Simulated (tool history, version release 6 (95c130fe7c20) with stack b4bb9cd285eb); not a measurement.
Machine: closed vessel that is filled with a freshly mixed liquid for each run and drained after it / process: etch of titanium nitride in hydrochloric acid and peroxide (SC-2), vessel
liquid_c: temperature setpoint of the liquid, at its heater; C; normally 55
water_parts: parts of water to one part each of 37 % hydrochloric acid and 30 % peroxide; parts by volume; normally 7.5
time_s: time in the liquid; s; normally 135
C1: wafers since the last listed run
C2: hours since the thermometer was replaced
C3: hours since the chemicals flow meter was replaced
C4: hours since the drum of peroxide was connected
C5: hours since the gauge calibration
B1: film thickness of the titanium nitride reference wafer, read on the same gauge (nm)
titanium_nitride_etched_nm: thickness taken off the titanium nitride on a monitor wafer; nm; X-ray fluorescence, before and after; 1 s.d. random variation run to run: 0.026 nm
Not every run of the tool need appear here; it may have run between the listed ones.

run 1 hour=0 | liquid_c=55 water_parts=7.5 time_s=135 | C1=0 C2=69.6 C3=1258.7 C4=728.6 C5=734.3 | B1=97.316 | titanium_nitride_etched_nm=3.582
-- hour=14.5 new drum of peroxide connected
run 2 hour=26.4 | liquid_c=55 water_parts=7.5 time_s=135 | C1=1800 C2=96 C3=1285.1 C4=11.9 C5=760.7 | B1=97.269 | titanium_nitride_etched_nm=3.595
run 3 hour=59.3 | liquid_c=55 water_parts=7.5 time_s=75 | C1=2332 C2=128.9 C3=1318 C4=44.8 C5=793.6 | B1=97.258 | titanium_nitride_etched_nm=2
run 4 hour=76.3 | liquid_c=55 water_parts=7.5 time_s=135 | C1=1204 C2=145.9 C3=1335 C4=61.8 C5=810.6 | B1=97.243 | titanium_nitride_etched_nm=3.578
run 5 hour=102.5 | liquid_c=55 water_parts=7.5 time_s=135 | C1=1857 C2=172.1 C3=1361.2 C4=88 C5=836.8 | B1=97.235 | titanium_nitride_etched_nm=3.629
run 6 hour=120.2 | liquid_c=55 water_parts=7.5 time_s=135 | C1=1254 C2=189.8 C3=1378.9 C4=105.7 C5=854.5 | B1=97.211 | titanium_nitride_etched_nm=3.594
run 7 hour=133.9 | liquid_c=49 water_parts=4.5 time_s=135 | C1=971 C2=203.5 C3=1392.6 C4=119.4 C5=868.2 | B1=97.205 | titanium_nitride_etched_nm=3.51
-- hour=135.5 gauge calibrated
run 8 hour=155.9 | liquid_c=55 water_parts=7.5 time_s=135 | C1=1559 C2=225.5 C3=1414.6 C4=141.4 C5=20.4 | B1=99.379 | titanium_nitride_etched_nm=3.678
run 9 hour=190.2 | liquid_c=55 water_parts=10 time_s=90 | C1=2431 C2=259.8 C3=1448.9 C4=175.7 C5=54.7 | B1=99.024 | titanium_nitride_etched_nm=1.918
run 10 hour=224.1 | liquid_c=55 water_parts=7.5 time_s=65 | C1=2402 C2=293.7 C3=1482.8 C4=209.6 C5=88.6 | B1=98.703 | titanium_nitride_etched_nm=1.763
run 11 hour=236.6 | liquid_c=55 water_parts=7.5 time_s=135 | C1=886 C2=306.2 C3=1495.3 C4=222.1 C5=101.1 | B1=98.588 | titanium_nitride_etched_nm=3.601
run 12 hour=270.2 | liquid_c=51.5 water_parts=7.5 time_s=135 | C1=2381 C2=339.8 C3=1528.9 C4=255.7 C5=134.7 | B1=98.318 | titanium_nitride_etched_nm=2.874
-- hour=272.9 chemicals flow meter replaced
run 13 hour=296.8 | liquid_c=55 water_parts=7.5 time_s=135 | C1=1814 C2=366.4 C3=23.9 C4=282.3 C5=161.3 | B1=98.134 | titanium_nitride_etched_nm=3.641
run 14 hour=327.9 | liquid_c=55 water_parts=7.5 time_s=135 | C1=2204 C2=397.5 C3=55 C4=313.4 C5=192.4 | B1=97.936 | titanium_nitride_etched_nm=3.636
run 15 hour=364 | liquid_c=58 water_parts=5 time_s=190 | C1=2558 C2=433.6 C3=91.1 C4=349.5 C5=228.5 | B1=97.733 | titanium_nitride_etched_nm=8.381
run 16 hour=396.5 | liquid_c=55 water_parts=7.5 time_s=135 | C1=2303 C2=466.1 C3=123.6 C4=382 C5=261 | B1=97.565 | titanium_nitride_etched_nm=3.575
run 17 hour=432 | liquid_c=52 water_parts=7.5 time_s=135 | C1=2516 C2=501.6 C3=159.1 C4=417.5 C5=296.5 | B1=97.389 | titanium_nitride_etched_nm=2.909
run 18 hour=455.3 | liquid_c=47 water_parts=7.5 time_s=175 | C1=1651 C2=524.9 C3=182.4 C4=440.8 C5=319.8 | B1=97.338 | titanium_nitride_etched_nm=2.719
run 19 hour=480.9 | liquid_c=55 water_parts=6 time_s=135 | C1=1814 C2=550.5 C3=208 C4=466.4 C5=345.4 | B1=97.246 | titanium_nitride_etched_nm=4.285
run 20 hour=498.4 | liquid_c=55 water_parts=10 time_s=135 | C1=1240 C2=568 C3=225.5 C4=483.9 C5=362.9 | B1=97.202 | titanium_nitride_etched_nm=2.81
run 21 hour=587.2 | liquid_c=55 water_parts=7.5 time_s=135 | C1=6294 C2=656.8 C3=314.3 C4=572.7 C5=451.7 | B1=96.95 | titanium_nitride_etched_nm=3.551
run 22 hour=612 | liquid_c=51 water_parts=7.5 time_s=155 | C1=1757 C2=681.6 C3=339.1 C4=597.5 C5=476.5 | B1=96.912 | titanium_nitride_etched_nm=3.158
run 23 hour=639.5 | liquid_c=47.5 water_parts=5.5 time_s=135 | C1=1949 C2=709.1 C3=366.6 C4=625 C5=504 | B1=96.855 | titanium_nitride_etched_nm=2.752
run 24 hour=665.9 | liquid_c=61 water_parts=11.5 time_s=75 | C1=1871 C2=735.5 C3=393 C4=651.4 C5=530.4 | B1=96.822 | titanium_nitride_etched_nm=2.048
run 25 hour=694.9 | liquid_c=55 water_parts=4.5 time_s=135 | C1=2055 C2=764.5 C3=422 C4=680.4 C5=559.4 | B1=96.763 | titanium_nitride_etched_nm=5.166
run 26 hour=709.6 | liquid_c=55 water_parts=8.5 time_s=100 | C1=1041 C2=779.2 C3=436.7 C4=695.1 C5=574.1 | B1=96.734 | titanium_nitride_etched_nm=2.378
run 27 hour=742 | liquid_c=55 water_parts=7.5 time_s=165 | C1=2296 C2=811.6 C3=469.1 C4=727.5 C5=606.5 | B1=96.706 | titanium_nitride_etched_nm=4.357
run 28 hour=758.6 | liquid_c=55 water_parts=7.5 time_s=135 | C1=1176 C2=828.2 C3=485.7 C4=744.1 C5=623.1 | B1=96.678 | titanium_nitride_etched_nm=3.562

Pick out some run-to-run changes in titanium_nitride_etched_nm. Of each, how much would a tool without hidden state show as well, from the settings, what came in and chance, and how much is left for the hidden state and any gauge scatter not in both results compared?
Unlogged tool condition in this case: liquid colder than its thermometer reads (K); chemicals flow above the setpoint (%); peroxide weaker than its label (%); gauge reads high (%).
Run 14 -> 15: liquid_c 55 -> 58, water_parts 7.5 -> 5, time_s 135 -> 190. titanium_nitride_etched_nm +4.745 nm: hidden state -0.118, all else +4.863.
Run 15 -> 16: liquid_c 58 -> 55, water_parts 5 -> 7.5, time_s 190 -> 135. titanium_nitride_etched_nm -4.806 nm: hidden state +0.105, all else -4.911.
